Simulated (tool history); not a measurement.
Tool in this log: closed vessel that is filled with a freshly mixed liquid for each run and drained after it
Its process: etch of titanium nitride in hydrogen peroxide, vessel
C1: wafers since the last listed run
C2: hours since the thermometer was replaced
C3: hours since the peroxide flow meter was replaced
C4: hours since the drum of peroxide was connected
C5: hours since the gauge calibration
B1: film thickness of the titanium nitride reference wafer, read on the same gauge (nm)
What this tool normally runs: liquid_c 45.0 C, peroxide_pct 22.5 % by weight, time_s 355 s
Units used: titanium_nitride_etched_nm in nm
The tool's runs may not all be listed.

{"run": 1, "hour": 0.0, "liquid_c": 45.0, "peroxide_pct": 22.5, "time_s": 355, "C1": 0, "C2": 1335.6, "C3": 403.6, "C4": 567.2, "C5": 888.1, "B1": 135.15, "titanium_nitride_etched_nm": 10.97}
{"run": 2, "hour": 47.3, "liquid_c": 45.0, "peroxide_pct": 22.5, "time_s": 355, "C1": 5087, "C2": 1382.9, "C3": 450.9, "C4": 614.5, "C5": 935.4, "B1": 135.17, "titanium_nitride_etched_nm": 10.97}
{"run": 3, "hour": 76.6, "liquid_c": 45.0, "peroxide_pct": 22.5, "time_s": 355, "C1": 3151, "C2": 1412.2, "C3": 480.2, "C4": 643.8, "C5": 964.7, "B1": 135.25, "titanium_nitride_etched_nm": 11.01}
{"run": 4, "hour": 112.4, "liquid_c": 45.0, "peroxide_pct": 22.5, "time_s": 355, "C1": 3850, "C2": 1448.0, "C3": 516.0, "C4": 679.6, "C5": 1000.5, "B1": 135.28, "titanium_nitride_etched_nm": 10.97}
{"run": 5, "hour": 173.8, "liquid_c": 45.0, "peroxide_pct": 17.0, "time_s": 355, "C1": 6603, "C2": 1509.4, "C3": 577.4, "C4": 741.0, "C5": 1061.9, "B1": 135.36, "titanium_nitride_etched_nm": 10.37}
{"run": 6, "hour": 211.1, "liquid_c": 45.0, "peroxide_pct": 22.5, "time_s": 355, "C1": 4011, "C2": 1546.7, "C3": 614.7, "C4": 778.3, "C5": 1099.2, "B1": 135.39, "titanium_nitride_etched_nm": 10.94}
{"run": 7, "hour": 262.3, "liquid_c": 45.0, "peroxide_pct": 22.5, "time_s": 355, "C1": 5506, "C2": 1597.9, "C3": 665.9, "C4": 829.5, "C5": 1150.4, "B1": 135.47, "titanium_nitride_etched_nm": 11.02}
{"run": 8, "hour": 326.1, "liquid_c": 45.0, "peroxide_pct": 22.5, "time_s": 355, "C1": 6862, "C2": 1661.7, "C3": 729.7, "C4": 893.3, "C5": 1214.2, "B1": 135.48, "titanium_nitride_etched_nm": 10.94}
{"run": 9, "hour": 372.4, "liquid_c": 47.0, "peroxide_pct": 22.5, "time_s": 355, "C1": 4979, "C2": 1708.0, "C3": 776.0, "C4": 939.6, "C5": 1260.5, "B1": 135.48, "titanium_nitride_etched_nm": 12.76}
{"hour": 385.2, "done": "thermometer replaced"}
{"run": 10, "hour": 415.1, "liquid_c": 47.0, "peroxide_pct": 22.5, "time_s": 355, "C1": 4485, "C2": 29.9, "C3": 818.7, "C4": 982.3, "C5": 1303.2, "B1": 135.52, "titanium_nitride_etched_nm": 12.69}
{"hour": 428.4, "done": "gauge calibrated"}
{"run": 11, "hour": 440.9, "liquid_c": 45.0, "peroxide_pct": 22.5, "time_s": 355, "C1": 2774, "C2": 55.7, "C3": 844.5, "C4": 1008.1, "C5": 12.5, "B1": 130.38, "titanium_nitride_etched_nm": 10.53}
{"hour": 488.5, "done": "peroxide flow meter replaced"}
{"run": 12, "hour": 508.6, "liquid_c": 45.0, "peroxide_pct": 22.5, "time_s": 230, "C1": 7173, "C2": 123.4, "C3": 20.1, "C4": 1075.8, "C5": 80.2, "B1": 131.21, "titanium_nitride_etched_nm": 6.86}
{"hour": 523.9, "done": "new drum of peroxide connected"}
{"run": 13, "hour": 673.2, "liquid_c": 45.0, "peroxide_pct": 22.5, "time_s": 355, "C1": 17596, "C2": 288.0, "C3": 184.7, "C4": 149.3, "C5": 244.8, "B1": 132.62, "titanium_nitride_etched_nm": 10.64}
{"run": 14, "hour": 742.7, "liquid_c": 36.5, "peroxide_pct": 20.5, "time_s": 250, "C1": 7475, "C2": 357.5, "C3": 254.2, "C4": 218.8, "C5": 314.3, "B1": 133.03, "titanium_nitride_etched_nm": 3.87}
{"run": 15, "hour": 777.0, "liquid_c": 38.0, "peroxide_pct": 27.5, "time_s": 410, "C1": 3689, "C2": 391.8, "C3": 288.5, "C4": 253.1, "C5": 348.6, "B1": 133.17, "titanium_nitride_etched_nm": 7.6}
{"run": 16, "hour": 843.4, "liquid_c": 45.0, "peroxide_pct": 25.5, "time_s": 250, "C1": 7141, "C2": 458.2, "C3": 354.9, "C4": 319.5, "C5": 415.0, "B1": 133.54, "titanium_nitride_etched_nm": 7.8}
{"run": 17, "hour": 882.5, "liquid_c": 49.5, "peroxide_pct": 22.5, "time_s": 355, "C1": 4205, "C2": 497.3, "C3": 394.0, "C4": 358.6, "C5": 454.1, "B1": 133.72, "titanium_nitride_etched_nm": 15.14}
{"run": 18, "hour": 939.0, "liquid_c": 45.0, "peroxide_pct": 22.5, "time_s": 355, "C1": 6076, "C2": 553.8, "C3": 450.5, "C4": 415.1, "C5": 510.6, "B1": 133.93, "titanium_nitride_etched_nm": 10.83}
{"run": 19, "hour": 1005.0, "liquid_c": 50.0, "peroxide_pct": 22.5, "time_s": 355, "C1": 7098, "C2": 619.8, "C3": 516.5, "C4": 481.1, "C5": 576.6, "B1": 134.17, "titanium_nitride_etched_nm": 15.77}
{"run": 20, "hour": 1031.6, "liquid_c": 50.5, "peroxide_pct": 20.0, "time_s": 450, "C1": 2860, "C2": 646.4, "C3": 543.1, "C4": 507.7, "C5": 603.2, "B1": 134.27, "titanium_nitride_etched_nm": 19.99}
{"run": 21, "hour": 1071.3, "liquid_c": 42.5, "peroxide_pct": 22.5, "time_s": 455, "C1": 4269, "C2": 686.1, "C3": 582.8, "C4": 547.4, "C5": 642.9, "B1": 134.35, "titanium_nitride_etched_nm": 11.58}
{"run": 22, "hour": 1118.3, "liquid_c": 52.0, "peroxide_pct": 28.0, "time_s": 475, "C1": 5055, "C2": 733.1, "C3": 629.8, "C4": 594.4, "C5": 689.9, "B1": 134.49, "titanium_nitride_etched_nm": 25.18}
{"run": 23, "hour": 1151.5, "liquid_c": 38.5, "peroxide_pct": 22.5, "time_s": 300, "C1": 3570, "C2": 766.3, "C3": 663.0, "C4": 627.6, "C5": 723.1, "B1": 134.53, "titanium_nitride_etched_nm": 5.64}
{"run": 24, "hour": 1183.5, "liquid_c": 45.0, "peroxide_pct": 22.5, "time_s": 355, "C1": 3441, "C2": 798.3, "C3": 695.0, "C4": 659.6, "C5": 755.1, "B1": 134.59, "titanium_nitride_etched_nm": 10.91}
{"run": 25, "hour": 1226.3, "liquid_c": 45.0, "peroxide_pct": 22.5, "time_s": 150, "C1": 4603, "C2": 841.1, "C3": 737.8, "C4": 702.4, "C5": 797.9, "B1": 134.73, "titanium_nitride_etched_nm": 4.62}

Predict each of these 5 candidate next runs independently; none follows another, all start after run 25:
{"run": "A", "hour": 1227.0, "liquid_c": 36.5, "peroxide_pct": 22.5, "time_s": 355, "C1": 75, "C2": 841.8, "C3": 738.5, "C4": 703.1, "C5": 798.6, "B1": "?", "titanium_nitride_etched_nm": "?"}
{"run": "B", "hour": 1227.0, "liquid_c": 48.0, "peroxide_pct": 22.5, "time_s": 355, "C1": 75, "C2": 841.8, "C3": 738.5, "C4": 703.1, "C5": 798.6, "B1": "?", "titanium_nitride_etched_nm": "?"}
{"run": "C", "hour": 1227.0, "liquid_c": 45.0, "peroxide_pct": 22.5, "time_s": 435, "C1": 75, "C2": 841.8, "C3": 738.5, "C4": 703.1, "C5": 798.6, "B1": "?", "titanium_nitride_etched_nm": "?"}
{"run": "D", "hour": 1227.0, "liquid_c": 48.5, "peroxide_pct": 27.0, "time_s": 180, "C1": 75, "C2": 841.8, "C3": 738.5, "C4": 703.1, "C5": 798.6, "B1": "?", "titanium_nitride_etched_nm": "?"}
{"run": "E", "hour": 1227.0, "liquid_c": 48.0, "peroxide_pct": 16.0, "time_s": 485, "C1": 75, "C2": 841.8, "C3": 738.5, "C4": 703.1, "C5": 798.6, "B1": "?", "titanium_nitride_etched_nm": "?"}

run=A B1=134.70 titanium_nitride_etched_nm=5.61
run=B B1=134.70 titanium_nitride_etched_nm=13.43
run=C B1=134.70 titanium_nitride_etched_nm=13.19
run=D B1=134.70 titanium_nitride_etched_nm=7.35
run=E B1=134.70 titanium_nitride_etched_nm=17.06
The same runs, with their run-to-run variation unchanged, on a tool lacking any hidden condition would have given:
run=A titanium_nitride_etched_nm=5.42
run=B titanium_nitride_etched_nm=12.96
run=C titanium_nitride_etched_nm=12.73
run=D titanium_nitride_etched_nm=7.09
run=E titanium_nitride_etched_nm=16.46
